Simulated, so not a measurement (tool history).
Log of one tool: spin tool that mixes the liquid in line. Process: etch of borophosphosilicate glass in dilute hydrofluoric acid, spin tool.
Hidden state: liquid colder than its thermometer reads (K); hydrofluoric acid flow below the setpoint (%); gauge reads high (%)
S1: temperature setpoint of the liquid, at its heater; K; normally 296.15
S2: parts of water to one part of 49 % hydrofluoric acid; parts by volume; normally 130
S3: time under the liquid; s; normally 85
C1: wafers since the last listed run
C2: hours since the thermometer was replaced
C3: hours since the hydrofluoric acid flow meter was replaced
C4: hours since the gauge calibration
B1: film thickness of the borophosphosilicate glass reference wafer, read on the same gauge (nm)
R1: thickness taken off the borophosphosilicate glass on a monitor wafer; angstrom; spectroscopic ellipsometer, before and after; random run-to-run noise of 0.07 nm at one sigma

Run 1, hour 0: usual settings; C1 0; C2 2414.3; C3 254.9; C4 562.3; B1 39.97. Result: R1 210.4 angstrom.
Run 2, hour 146.2: usual settings; C1 1322; C2 2560.5; C3 401.1; C4 708.5; B1 40.01. Result: R1 209.6 angstrom.
Run 3, hour 224.1: usual settings; C1 704; C2 2638.4; C3 479; C4 786.4; B1 40.02. Result: R1 208.7 angstrom.
Run 4, hour 328.9: usual settings but S2 165 parts by volume; C1 948; C2 2743.2; C3 583.8; C4 891.2; B1 39.97. Result: R1 157.1 angstrom.
Run 5, hour 399.5: usual settings but S2 165 parts by volume; C1 638; C2 2813.8; C3 654.4; C4 961.8; B1 39.98. Result: R1 157.7 angstrom.
Run 6, hour 464.7: usual settings; C1 589; C2 2879; C3 719.6; C4 1027; B1 39.98. Result: R1 208.2 angstrom.
At hour 467.2: gauge calibrated.
Run 7, hour 557.5: usual settings; C1 839; C2 2971.8; C3 812.4; C4 90.3; B1 39.97. Result: R1 206.6 angstrom.
Run 8, hour 645.6: usual settings; C1 797; C2 3059.9; C3 900.5; C4 178.4; B1 40.01. Result: R1 207.1 angstrom.
At hour 718.7: thermometer replaced.
Run 9, hour 721.9: usual settings but S2 160 parts by volume; C1 681; C2 3.2; C3 976.8; C4 254.7; B1 39.99. Result: R1 161.9 angstrom.
At hour 750.3: hydrofluoric acid flow meter replaced.
Run 10, hour 782.4: usual settings but S2 160 parts by volume; C1 538; C2 63.7; C3 32.1; C4 315.2; B1 39.97. Result: R1 166.2 angstrom.
Run 11, hour 875.8: usual settings but S2 160 parts by volume; C1 845; C2 157.1; C3 125.5; C4 408.6; B1 39.98. Result: R1 165.1 angstrom.
Run 12, hour 934.7: usual settings but S1 294.15 K, S2 110 parts by volume; C1 532; C2 216; C3 184.4; C4 467.5; B1 39.99. Result: R1 235.7 angstrom.
Run 13, hour 1038.1: usual settings; C1 935; C2 319.4; C3 287.8; C4 570.9; B1 39.99. Result: R1 210.7 angstrom.
Run 14, hour 1120.4: usual settings; C1 744; C2 401.7; C3 370.1; C4 653.2; B1 39.97. Result: R1 211.4 angstrom.
Run 15, hour 1179: usual settings but S3 100 s; C1 530; C2 460.3; C3 428.7; C4 711.8; B1 39.98. Result: R1 244.6 angstrom.
Run 16, hour 1221.2: usual settings; C1 381; C2 502.5; C3 470.9; C4 754; B1 39.98. Result: R1 208.1 angstrom.
Run 17, hour 1296.3: usual settings but S2 65 parts by volume; C1 679; C2 577.6; C3 546; C4 829.1; B1 40.03. Result: R1 453.6 angstrom.
Run 18, hour 1344.3: usual settings but S1 293.15 K, S2 155 parts by volume, S3 110 s; C1 434; C2 625.6; C3 594; C4 877.1; B1 40.01. Result: R1 195.9 angstrom.
Run 19, hour 1418.2: usual settings but S3 70 s; C1 668; C2 699.5; C3 667.9; C4 951; B1 40.03. Result: R1 170.9 angstrom.
Run 20, hour 1455.1: usual settings but S2 165 parts by volume, S3 105 s; C1 333; C2 736.4; C3 704.8; C4 987.9; B1 40.01. Result: R1 194.4 angstrom.
Run 21, hour 1499.1: usual settings but S2 70 parts by volume, S3 130 s; C1 398; C2 780.4; C3 748.8; C4 1031.9; B1 39.99. Result: R1 632.1 angstrom.
Run 22, hour 1543.3: usual settings but S1 297.65 K, S2 175 parts by volume, S3 60 s; C1 399; C2 824.6; C3 793; C4 1076.1; B1 40. Result: R1 109.6 angstrom.

Below are 5 alternative next runs, each starting from the tool's condition after run 22. Predict each:
Run A, hour 1543.7: usual settings but S2 100 parts by volume; C1 3; C2 825; C3 793.4; C4 1076.5; B1 ?. Result: R1 ?.
Run B, hour 1543.7: usual settings but S1 299.65 K, S2 170 parts by volume, S3 55 s; C1 3; C2 825; C3 793.4; C4 1076.5; B1 ?. Result: R1 ?.
Run C, hour 1543.7: usual settings but S2 80 parts by volume; C1 3; C2 825; C3 793.4; C4 1076.5; B1 ?. Result: R1 ?.
Run D, hour 1543.7: usual settings but S1 291.65 K; C1 3; C2 825; C3 793.4; C4 1076.5; B1 ?. Result: R1 ?.
Run E, hour 1543.7: usual settings but S1 299.15 K, S2 105 parts by volume; C1 3; C2 825; C3 793.4; C4 1076.5; B1 ?. Result: R1 ?.

run     B1     R1
  A  40.04  279.1
  B  40.04  111.6
  C  40.04  357.7
  D  40.04  173.1
  E  40.04  297.2
What these runs would have given with no unlogged condition in the tool:
run     R1
  A  285.9
  B  114.5
  C  366.2
  D  177.3
  E  304.5

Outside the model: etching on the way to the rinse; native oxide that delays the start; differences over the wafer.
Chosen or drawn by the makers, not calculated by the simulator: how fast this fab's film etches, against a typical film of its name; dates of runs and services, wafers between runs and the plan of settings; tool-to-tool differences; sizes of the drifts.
